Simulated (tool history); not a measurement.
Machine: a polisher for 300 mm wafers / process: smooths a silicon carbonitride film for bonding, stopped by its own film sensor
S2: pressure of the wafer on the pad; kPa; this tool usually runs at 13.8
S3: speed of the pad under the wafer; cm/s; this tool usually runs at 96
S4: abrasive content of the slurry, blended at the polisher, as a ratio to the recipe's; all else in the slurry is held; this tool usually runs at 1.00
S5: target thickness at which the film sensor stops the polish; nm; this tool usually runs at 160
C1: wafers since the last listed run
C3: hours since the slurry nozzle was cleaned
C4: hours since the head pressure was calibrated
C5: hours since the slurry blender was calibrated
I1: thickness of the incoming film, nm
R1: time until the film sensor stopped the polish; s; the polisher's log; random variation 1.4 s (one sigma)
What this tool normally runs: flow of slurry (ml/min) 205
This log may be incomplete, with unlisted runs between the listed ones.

{"run": 1, "hour": 0.0, "flow of slurry (ml/min)": 205, "S2": 11.7, "S3": 96, "S4": 1.0, "S5": 160, "C1": 0, "wafers polished on this pad": 363, "C3": 295.5, "C4": 1381.4, "C5": 3.5, "I1": 192.8, "R1": 172.7}
{"run": 2, "hour": 7.9, "flow of slurry (ml/min)": 205, "S2": 13.8, "S3": 96, "S4": 1.0, "S5": 160, "C1": 67, "wafers polished on this pad": 430, "C3": 303.4, "C4": 1389.3, "C5": 11.4, "I1": 190.6, "R1": 136.2}
{"run": 3, "hour": 15.2, "flow of slurry (ml/min)": 205, "S2": 13.8, "S3": 96, "S4": 1.0, "S5": 160, "C1": 62, "wafers polished on this pad": 492, "C3": 310.7, "C4": 1396.6, "C5": 18.7, "I1": 190.3, "R1": 137.7}
{"run": 4, "hour": 23.4, "flow of slurry (ml/min)": 205, "S2": 13.8, "S3": 96, "S4": 1.0, "S5": 160, "C1": 69, "wafers polished on this pad": 562, "C3": 318.9, "C4": 1404.8, "C5": 26.9, "I1": 190.4, "R1": 139.9}
{"run": 5, "hour": 32.9, "flow of slurry (ml/min)": 205, "S2": 13.8, "S3": 96, "S4": 1.0, "S5": 160, "C1": 80, "wafers polished on this pad": 642, "C3": 328.4, "C4": 1414.3, "C5": 36.4, "I1": 193.6, "R1": 156.1}
{"hour": 37.5, "done": "slurry nozzle cleaned"}
{"run": 6, "hour": 40.0, "flow of slurry (ml/min)": 205, "S2": 13.8, "S3": 96, "S4": 1.0, "S5": 164, "C1": 51, "wafers polished on this pad": 694, "C3": 2.5, "C4": 1421.4, "C5": 43.5, "I1": 191.5, "R1": 125.7}
{"run": 7, "hour": 54.2, "flow of slurry (ml/min)": 205, "S2": 13.8, "S3": 96, "S4": 1.0, "S5": 164, "C1": 120, "wafers polished on this pad": 815, "C3": 16.7, "C4": 1435.6, "C5": 57.7, "I1": 188.5, "R1": 112.3}
{"run": 8, "hour": 70.7, "flow of slurry (ml/min)": 205, "S2": 13.8, "S3": 96, "S4": 1.0, "S5": 160, "C1": 140, "wafers polished on this pad": 955, "C3": 33.2, "C4": 1452.1, "C5": 74.2, "I1": 191.5, "R1": 144.4}
{"hour": 75.6, "done": "slurry blender recalibrated, repeated, since the last time left the tool worse"}
{"hour": 88.3, "done": "worn pad replaced by a new one"}
{"run": 9, "hour": 104.9, "flow of slurry (ml/min)": 205, "S2": 13.8, "S3": 110, "S4": 1.0, "S5": 160, "C1": 239, "wafers polished on this pad": 141, "C3": 67.4, "C4": 1486.3, "C5": 29.3, "I1": 191.5, "R1": 119.1}
{"run": 10, "hour": 112.6, "flow of slurry (ml/min)": 205, "S2": 13.8, "S3": 110, "S4": 1.0, "S5": 160, "C1": 65, "wafers polished on this pad": 207, "C3": 75.1, "C4": 1494.0, "C5": 37.0, "I1": 190.0, "R1": 113.1}
{"hour": 117.5, "done": "head pressure recalibrated"}
{"run": 11, "hour": 125.5, "flow of slurry (ml/min)": 255, "S2": 13.8, "S3": 96, "S4": 1.0, "S5": 160, "C1": 92, "wafers polished on this pad": 299, "C3": 88.0, "C4": 8.0, "C5": 49.9, "I1": 189.3, "R1": 117.8}
{"run": 12, "hour": 135.6, "flow of slurry (ml/min)": 205, "S2": 13.8, "S3": 108, "S4": 1.0, "S5": 170, "C1": 85, "wafers polished on this pad": 385, "C3": 98.1, "C4": 18.1, "C5": 60.0, "I1": 190.2, "R1": 78.7}
{"run": 13, "hour": 157.9, "flow of slurry (ml/min)": 140, "S2": 15.2, "S3": 96, "S4": 0.75, "S5": 155, "C1": 189, "wafers polished on this pad": 575, "C3": 120.4, "C4": 40.4, "C5": 82.3, "I1": 191.3, "R1": 153.5}
{"run": 14, "hour": 173.3, "flow of slurry (ml/min)": 205, "S2": 11.7, "S3": 96, "S4": 1.0, "S5": 160, "C1": 130, "wafers polished on this pad": 706, "C3": 135.8, "C4": 55.8, "C5": 97.7, "I1": 188.6, "R1": 140.7}
{"run": 15, "hour": 179.6, "flow of slurry (ml/min)": 155, "S2": 17.9, "S3": 96, "S4": 1.0, "S5": 160, "C1": 53, "wafers polished on this pad": 760, "C3": 142.1, "C4": 62.1, "C5": 104.0, "I1": 190.3, "R1": 99.4}
{"run": 16, "hour": 187.6, "flow of slurry (ml/min)": 205, "S2": 10.3, "S3": 96, "S4": 1.0, "S5": 166, "C1": 68, "wafers polished on this pad": 828, "C3": 150.1, "C4": 70.1, "C5": 112.0, "I1": 188.1, "R1": 122.8}
{"hour": 197.6, "done": "worn pad replaced by a new one"}
{"run": 17, "hour": 199.6, "flow of slurry (ml/min)": 205, "S2": 13.8, "S3": 96, "S4": 1.15, "S5": 160, "C1": 68, "wafers polished on this pad": 17, "C3": 162.1, "C4": 82.1, "C5": 124.0, "I1": 192.4, "R1": 131.8}
{"run": 18, "hour": 208.0, "flow of slurry (ml/min)": 205, "S2": 13.8, "S3": 116, "S4": 1.0, "S5": 160, "C1": 71, "wafers polished on this pad": 88, "C3": 170.5, "C4": 90.5, "C5": 132.4, "I1": 189.0, "R1": 106.0}
{"run": 19, "hour": 215.3, "flow of slurry (ml/min)": 205, "S2": 13.8, "S3": 96, "S4": 1.0, "S5": 160, "C1": 62, "wafers polished on this pad": 150, "C3": 177.8, "C4": 97.8, "C5": 139.7, "I1": 192.4, "R1": 134.4}
{"run": 20, "hour": 225.0, "flow of slurry (ml/min)": 205, "S2": 13.8, "S3": 96, "S4": 1.0, "S5": 160, "C1": 82, "wafers polished on this pad": 233, "C3": 187.5, "C4": 107.5, "C5": 149.4, "I1": 192.3, "R1": 137.7}
{"run": 21, "hour": 239.8, "flow of slurry (ml/min)": 205, "S2": 13.8, "S3": 96, "S4": 1.25, "S5": 163, "C1": 125, "wafers polished on this pad": 359, "C3": 202.3, "C4": 122.3, "C5": 164.2, "I1": 191.1, "R1": 111.8}
{"run": 22, "hour": 246.4, "flow of slurry (ml/min)": 205, "S2": 16.5, "S3": 118, "S4": 1.15, "S5": 160, "C1": 56, "wafers polished on this pad": 415, "C3": 208.9, "C4": 128.9, "C5": 170.8, "I1": 189.3, "R1": 85.7}
{"run": 23, "hour": 260.3, "flow of slurry (ml/min)": 205, "S2": 16.5, "S3": 96, "S4": 1.0, "S5": 160, "C1": 118, "wafers polished on this pad": 533, "C3": 222.8, "C4": 142.8, "C5": 184.7, "I1": 192.5, "R1": 116.4}
{"run": 24, "hour": 277.0, "flow of slurry (ml/min)": 205, "S2": 13.8, "S3": 96, "S4": 1.0, "S5": 160, "C1": 142, "wafers polished on this pad": 675, "C3": 239.5, "C4": 159.5, "C5": 201.4, "I1": 189.8, "R1": 125.9}
{"run": 25, "hour": 285.2, "flow of slurry (ml/min)": 205, "S2": 13.8, "S3": 96, "S4": 1.0, "S5": 160, "C1": 69, "wafers polished on this pad": 745, "C3": 247.7, "C4": 167.7, "C5": 209.6, "I1": 191.4, "R1": 135.8}
{"run": 26, "hour": 291.4, "flow of slurry (ml/min)": 260, "S2": 13.8, "S3": 96, "S4": 1.0, "S5": 160, "C1": 52, "wafers polished on this pad": 798, "C3": 253.9, "C4": 173.9, "C5": 215.8, "I1": 189.7, "R1": 122.6}
{"run": 27, "hour": 309.3, "flow of slurry (ml/min)": 240, "S2": 13.8, "S3": 96, "S4": 1.0, "S5": 160, "C1": 152, "wafers polished on this pad": 950, "C3": 271.8, "C4": 191.8, "C5": 233.7, "I1": 188.4, "R1": 120.9}
{"run": 28, "hour": 325.2, "flow of slurry (ml/min)": 185, "S2": 12.4, "S3": 112, "S4": 1.0, "S5": 160, "C1": 135, "wafers polished on this pad": 1085, "C3": 287.7, "C4": 207.7, "C5": 249.6, "I1": 191.2, "R1": 133.4}
{"hour": 332.1, "done": "slurry nozzle cleaned"}
{"hour": 337.3, "done": "worn pad replaced by a new one"}
{"run": 29, "hour": 337.8, "flow of slurry (ml/min)": 225, "S2": 13.8, "S3": 96, "S4": 1.0, "S5": 160, "C1": 64, "wafers polished on this pad": 4, "C3": 5.7, "C4": 220.3, "C5": 262.2, "I1": 188.2, "R1": 123.0}
{"hour": 340.9, "done": "slurry blender recalibrated"}
{"run": 30, "hour": 350.8, "flow of slurry (ml/min)": 170, "S2": 9.7, "S3": 128, "S4": 1.0, "S5": 160, "C1": 93, "wafers polished on this pad": 97, "C3": 18.7, "C4": 233.3, "C5": 9.9, "I1": 189.6, "R1": 142.2}
{"run": 31, "hour": 357.9, "flow of slurry (ml/min)": 205, "S2": 13.8, "S3": 96, "S4": 1.0, "S5": 160, "C1": 60, "wafers polished on this pad": 157, "C3": 25.8, "C4": 240.4, "C5": 17.0, "I1": 189.1, "R1": 122.0}

3 options for the next run, each taken on its own from the tool as it stands now. Forecast them:
{"run": "A", "hour": 358.4, "flow of slurry (ml/min)": 205, "S2": 13.8, "S3": 96, "S4": 1.0, "S5": 153, "C1": 4, "wafers polished on this pad": 162, "C3": 26.3, "C4": 240.9, "C5": 17.5, "I1": 192.1, "R1": "?"}
{"run": "B", "hour": 358.4, "flow of slurry (ml/min)": 205, "S2": 9.0, "S3": 128, "S4": 1.0, "S5": 160, "C1": 4, "wafers polished on this pad": 162, "C3": 26.3, "C4": 240.9, "C5": 17.5, "I1": 192.1, "R1": "?"}
{"run": "C", "hour": 358.4, "flow of slurry (ml/min)": 175, "S2": 13.8, "S3": 108, "S4": 0.8, "S5": 160, "C1": 4, "wafers polished on this pad": 162, "C3": 26.3, "C4": 240.9, "C5": 17.5, "I1": 192.1, "R1": "?"}

run=A R1=159.9
run=B R1=163.8
run=C R1=129.7
Had the tool no hidden state, the same runs would have come out as:
run=A R1=158.6
run=B R1=162.6
run=C R1=128.7

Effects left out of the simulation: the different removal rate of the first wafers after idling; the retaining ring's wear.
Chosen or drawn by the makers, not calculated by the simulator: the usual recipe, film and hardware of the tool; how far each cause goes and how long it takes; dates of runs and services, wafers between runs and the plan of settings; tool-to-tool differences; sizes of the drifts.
